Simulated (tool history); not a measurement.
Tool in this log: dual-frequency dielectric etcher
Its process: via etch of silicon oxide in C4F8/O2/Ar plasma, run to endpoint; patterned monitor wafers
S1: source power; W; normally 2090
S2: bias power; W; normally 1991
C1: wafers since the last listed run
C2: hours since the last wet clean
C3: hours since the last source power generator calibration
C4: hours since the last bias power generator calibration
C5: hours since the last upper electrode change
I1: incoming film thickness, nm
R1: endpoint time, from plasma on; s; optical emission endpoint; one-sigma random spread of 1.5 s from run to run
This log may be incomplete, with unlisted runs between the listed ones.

run     day    S1    S2   C1     C2      C3      C4      C5      I1     R1
  1   0.000  2090  1991    0  167.6  2630.5  3423.5  2277.8  2144.1  393.4
  2   2.171  2090  1991  138  219.7  2682.6  3475.6  2329.9  2160.5  395.9
  3   6.758  2090  1991  293  329.8  2792.7  3585.7  2440.0  2142.6  393.3
  4   8.862  2090  1991  134  380.3  2843.2  3636.2  2490.5  2145.2  396.0
  5   9.954  2090  1991   69  406.5  2869.4  3662.4  2516.7  2157.6  396.7
     11.521  -- wet clean of the chamber
  6  12.704  2090  1991  112   28.4  2935.4  3728.4  2582.7  2155.0  396.8
     14.929  -- upper electrode replaced
  7  15.229  2090  1756   97   89.0  2996.0  3789.0     7.2  2155.8  406.7
  8  17.108  2090  1756  120  134.1  3041.1  3834.1    52.3  2146.2  406.6
  9  18.258  2090  1756   73  161.7  3068.7  3861.7    79.9  2145.0  406.1
 10  19.788  2090  1991   97  198.4  3105.4  3898.4   116.6  2160.2  395.7
     21.442  -- source power generator calibrated
 11  21.462  2090  1991   96  238.6     0.5  3938.6   156.8  2142.7  394.9
     22.275  -- bias power generator calibrated
 12  23.146  2090  1991   97  279.0    40.9    20.9   197.2  2147.2  394.1
 13  25.192  2090  1991  130  328.1    90.0    70.0   246.3  2159.9  398.5
 14  28.162  2090  1669  190  399.4   161.3   141.3   317.6  2151.4  413.8
     29.825  -- wet clean of the chamber
 15  30.075  2450  1991   58    6.0   207.2   187.2   363.5  2170.2  380.4
 16  32.508  1930  1831  155   64.4   265.6   245.6   421.9  2124.5  406.9
 17  33.612  2090  2190   70   90.9   292.1   272.1   448.4  2143.5  385.4
 18  35.942  2450  1541  149  146.8   348.0   328.0   504.3  2131.9  393.4
 19  37.388  2090  1991   92  181.5   382.7   362.7   539.0  2136.2  392.1
 20  39.104  1600  1511  109  222.7   423.9   403.9   580.2  2148.0  453.2
 21  41.900  1760  1991  178  289.8   491.0   471.0   647.3  2160.8  418.6
 22  44.304  2250  1661  153  347.5   548.7   528.7   705.0  2140.4  400.7
 23  46.292  2090  1991  127  395.2   596.4   576.4   752.7  2158.1  396.2
 24  48.383  2600  2438  133  445.4   646.6   626.6   802.9  2148.5  353.7
     49.842  -- wet clean of the chamber
 25  50.308  1760  1991   59   11.2   692.8   672.8   849.1  2177.6  423.3
 26  53.300  1600  1511  191   83.0   764.6   744.6   920.9  2180.5  461.4
 27  54.417  1650  2395   71  109.8   791.4   771.4   947.7  2131.8  401.5
 28  56.862  2090  1991  156  168.5   850.1   830.1  1006.4  2161.0  397.9
 29  59.812  2470  1753  188  239.3   920.9   900.9  1077.2  2161.5  385.2
 30  62.088  2090  1991  145  293.9   975.5   955.5  1131.8  2153.5  396.1
 31  64.842  2090  2385  176  360.0  1041.6  1021.6  1197.9  2176.3  385.0
     68.025  -- wet clean of the chamber
 32  68.046  2090  1991  141    0.5  1118.5  1098.5  1274.8  2138.9  392.8
 33  69.138  1940  1496   69   26.7  1144.7  1124.7  1301.0  2153.6  432.9
 34  71.542  2090  1991  153   84.4  1202.4  1182.4  1358.7  2132.6  392.7
 35  73.158  2550  2117  103  123.2  1241.2  1221.2  1397.5  2146.2  366.4
 36  74.392  2090  1864   78  152.8  1270.8  1250.8  1427.1  2163.7  401.2

3 ways to go on from here, each from the tool as it stands after run 36. What would each give?
  A  74.412  2090  1991   1  153.3  1271.3  1251.3  1427.6  2142.9   ?
  B  74.412  1650  1768   1  153.3  1271.3  1251.3  1427.6  2142.9   ?
  C  74.412  1770  1558   1  153.3  1271.3  1251.3  1427.6  2142.9   ?

run     R1
  A  396.3
  B  436.0
  C  438.7
What these runs would have given with no unlogged condition in the tool:
run     R1
  A  396.3
  B  436.0
  C  438.7

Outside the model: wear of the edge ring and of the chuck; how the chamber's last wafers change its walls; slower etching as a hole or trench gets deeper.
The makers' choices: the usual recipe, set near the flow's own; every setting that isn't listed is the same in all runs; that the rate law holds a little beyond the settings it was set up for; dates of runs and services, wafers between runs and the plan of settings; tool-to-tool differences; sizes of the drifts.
